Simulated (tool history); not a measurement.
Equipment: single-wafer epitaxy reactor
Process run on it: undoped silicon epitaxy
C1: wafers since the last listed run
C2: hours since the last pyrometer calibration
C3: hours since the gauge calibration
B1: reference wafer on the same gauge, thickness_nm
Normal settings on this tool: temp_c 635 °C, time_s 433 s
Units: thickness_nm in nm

{"run": 1, "hour": 0.0, "temp_c": 635, "time_s": 433, "C1": 0, "C2": 1884.5, "C3": 441.8, "B1": 50.063, "thickness_nm": 52.037}
{"run": 2, "hour": 34.1, "temp_c": 630, "time_s": 392, "C1": 190, "C2": 1918.6, "C3": 475.9, "B1": 50.002, "thickness_nm": 41.082}
{"run": 3, "hour": 54.6, "temp_c": 641, "time_s": 433, "C1": 114, "C2": 1939.1, "C3": 496.4, "B1": 50.069, "thickness_nm": 60.253}
{"run": 4, "hour": 74.7, "temp_c": 641, "time_s": 433, "C1": 112, "C2": 1959.2, "C3": 516.5, "B1": 50.052, "thickness_nm": 59.989}
{"run": 5, "hour": 90.4, "temp_c": 635, "time_s": 433, "C1": 87, "C2": 1974.9, "C3": 532.2, "B1": 50.089, "thickness_nm": 52.433}
{"run": 6, "hour": 103.6, "temp_c": 635, "time_s": 433, "C1": 73, "C2": 1988.1, "C3": 545.4, "B1": 50.159, "thickness_nm": 52.056}
{"run": 7, "hour": 131.0, "temp_c": 635, "time_s": 433, "C1": 153, "C2": 2015.5, "C3": 572.8, "B1": 50.25, "thickness_nm": 51.935}
{"run": 8, "hour": 187.6, "temp_c": 635, "time_s": 433, "C1": 316, "C2": 2072.1, "C3": 629.4, "B1": 50.224, "thickness_nm": 52.305}
{"run": 9, "hour": 221.4, "temp_c": 635, "time_s": 433, "C1": 189, "C2": 2105.9, "C3": 663.2, "B1": 50.241, "thickness_nm": 52.105}
{"run": 10, "hour": 240.0, "temp_c": 630, "time_s": 433, "C1": 104, "C2": 2124.5, "C3": 681.8, "B1": 50.279, "thickness_nm": 46.062}
{"run": 11, "hour": 266.9, "temp_c": 630, "time_s": 433, "C1": 150, "C2": 2151.4, "C3": 708.7, "B1": 50.274, "thickness_nm": 45.599}
{"run": 12, "hour": 297.2, "temp_c": 630, "time_s": 433, "C1": 169, "C2": 2181.7, "C3": 739.0, "B1": 50.346, "thickness_nm": 45.479}
{"run": 13, "hour": 322.7, "temp_c": 635, "time_s": 433, "C1": 142, "C2": 2207.2, "C3": 764.5, "B1": 50.242, "thickness_nm": 52.351}
{"run": 14, "hour": 338.1, "temp_c": 635, "time_s": 433, "C1": 86, "C2": 2222.6, "C3": 779.9, "B1": 50.39, "thickness_nm": 52.288}
{"run": 15, "hour": 368.9, "temp_c": 635, "time_s": 433, "C1": 172, "C2": 2253.4, "C3": 810.7, "B1": 50.38, "thickness_nm": 52.101}
{"run": 16, "hour": 396.9, "temp_c": 635, "time_s": 433, "C1": 156, "C2": 2281.4, "C3": 838.7, "B1": 50.309, "thickness_nm": 51.898}
{"run": 17, "hour": 427.5, "temp_c": 635, "time_s": 433, "C1": 171, "C2": 2312.0, "C3": 869.3, "B1": 50.387, "thickness_nm": 52.314}
{"run": 18, "hour": 449.9, "temp_c": 635, "time_s": 433, "C1": 125, "C2": 2334.4, "C3": 891.7, "B1": 50.424, "thickness_nm": 52.261}
{"run": 19, "hour": 462.5, "temp_c": 625, "time_s": 391, "C1": 70, "C2": 2347.0, "C3": 904.3, "B1": 50.501, "thickness_nm": 36.358}
{"run": 20, "hour": 483.0, "temp_c": 635, "time_s": 433, "C1": 114, "C2": 2367.5, "C3": 924.8, "B1": 50.532, "thickness_nm": 52.37}
{"hour": 490.0, "done": "gauge calibrated"}
{"run": 21, "hour": 515.2, "temp_c": 640, "time_s": 504, "C1": 180, "C2": 2399.7, "C3": 25.2, "B1": 49.714, "thickness_nm": 68.798}
{"run": 22, "hour": 540.2, "temp_c": 635, "time_s": 372, "C1": 139, "C2": 2424.7, "C3": 50.2, "B1": 49.637, "thickness_nm": 44.503}
{"run": 23, "hour": 564.1, "temp_c": 635, "time_s": 433, "C1": 133, "C2": 2448.6, "C3": 74.1, "B1": 49.773, "thickness_nm": 51.913}
{"run": 24, "hour": 596.1, "temp_c": 628, "time_s": 410, "C1": 179, "C2": 2480.6, "C3": 106.1, "B1": 49.784, "thickness_nm": 40.897}
{"run": 25, "hour": 631.3, "temp_c": 635, "time_s": 433, "C1": 197, "C2": 2515.8, "C3": 141.3, "B1": 49.803, "thickness_nm": 51.685}
{"run": 26, "hour": 645.1, "temp_c": 628, "time_s": 410, "C1": 77, "C2": 2529.6, "C3": 155.1, "B1": 49.914, "thickness_nm": 40.892}
{"run": 27, "hour": 658.5, "temp_c": 639, "time_s": 389, "C1": 75, "C2": 2543.0, "C3": 168.5, "B1": 49.936, "thickness_nm": 51.123}
{"hour": 697.3, "done": "pyrometer calibrated"}
{"run": 28, "hour": 697.8, "temp_c": 649, "time_s": 478, "C1": 175, "C2": 0.5, "C3": 207.8, "B1": 49.91, "thickness_nm": 81.198}
{"run": 29, "hour": 708.4, "temp_c": 635, "time_s": 349, "C1": 59, "C2": 11.1, "C3": 218.4, "B1": 49.935, "thickness_nm": 41.771}
{"run": 30, "hour": 739.1, "temp_c": 635, "time_s": 433, "C1": 171, "C2": 41.8, "C3": 249.1, "B1": 49.979, "thickness_nm": 52.06}
{"run": 31, "hour": 815.7, "temp_c": 642, "time_s": 486, "C1": 428, "C2": 118.4, "C3": 325.7, "B1": 50.087, "thickness_nm": 69.287}
{"run": 32, "hour": 834.3, "temp_c": 635, "time_s": 359, "C1": 104, "C2": 137.0, "C3": 344.3, "B1": 50.149, "thickness_nm": 42.831}
{"run": 33, "hour": 857.1, "temp_c": 640, "time_s": 504, "C1": 127, "C2": 159.8, "C3": 367.1, "B1": 50.032, "thickness_nm": 68.319}
{"run": 34, "hour": 885.3, "temp_c": 635, "time_s": 433, "C1": 157, "C2": 188.0, "C3": 395.3, "B1": 50.042, "thickness_nm": 51.858}
{"run": 35, "hour": 918.3, "temp_c": 648, "time_s": 464, "C1": 184, "C2": 221.0, "C3": 428.3, "B1": 50.036, "thickness_nm": 77.462}
{"run": 36, "hour": 937.8, "temp_c": 642, "time_s": 496, "C1": 109, "C2": 240.5, "C3": 447.8, "B1": 50.133, "thickness_nm": 70.781}

Each row is a separate what-if for the run after 36, all from the same tool condition, not one after another. Results?
{"run": "A", "hour": 938.3, "temp_c": 635, "time_s": 433, "C1": 2, "C2": 241.0, "C3": 448.3, "B1": "?", "thickness_nm": "?"}
{"run": "B", "hour": 938.3, "temp_c": 628, "time_s": 495, "C1": 2, "C2": 241.0, "C3": 448.3, "B1": "?", "thickness_nm": "?"}
{"run": "C", "hour": 938.3, "temp_c": 642, "time_s": 465, "C1": 2, "C2": 241.0, "C3": 448.3, "B1": "?", "thickness_nm": "?"}
{"run": "D", "hour": 938.3, "temp_c": 646, "time_s": 486, "C1": 2, "C2": 241.0, "C3": 448.3, "B1": "?", "thickness_nm": "?"}
{"run": "E", "hour": 938.3, "temp_c": 625, "time_s": 433, "C1": 2, "C2": 241.0, "C3": 448.3, "B1": "?", "thickness_nm": "?"}

run=A B1=50.107 thickness_nm=52.202
run=B B1=50.107 thickness_nm=49.784
run=C B1=50.107 thickness_nm=66.988
run=D B1=50.107 thickness_nm=77.407
run=E B1=50.107 thickness_nm=40.254
Without the tool's unlogged condition, the same runs would have read:
run=A thickness_nm=51.648
run=B thickness_nm=49.255
run=C thickness_nm=66.277
run=D thickness_nm=76.585
run=E thickness_nm=39.826
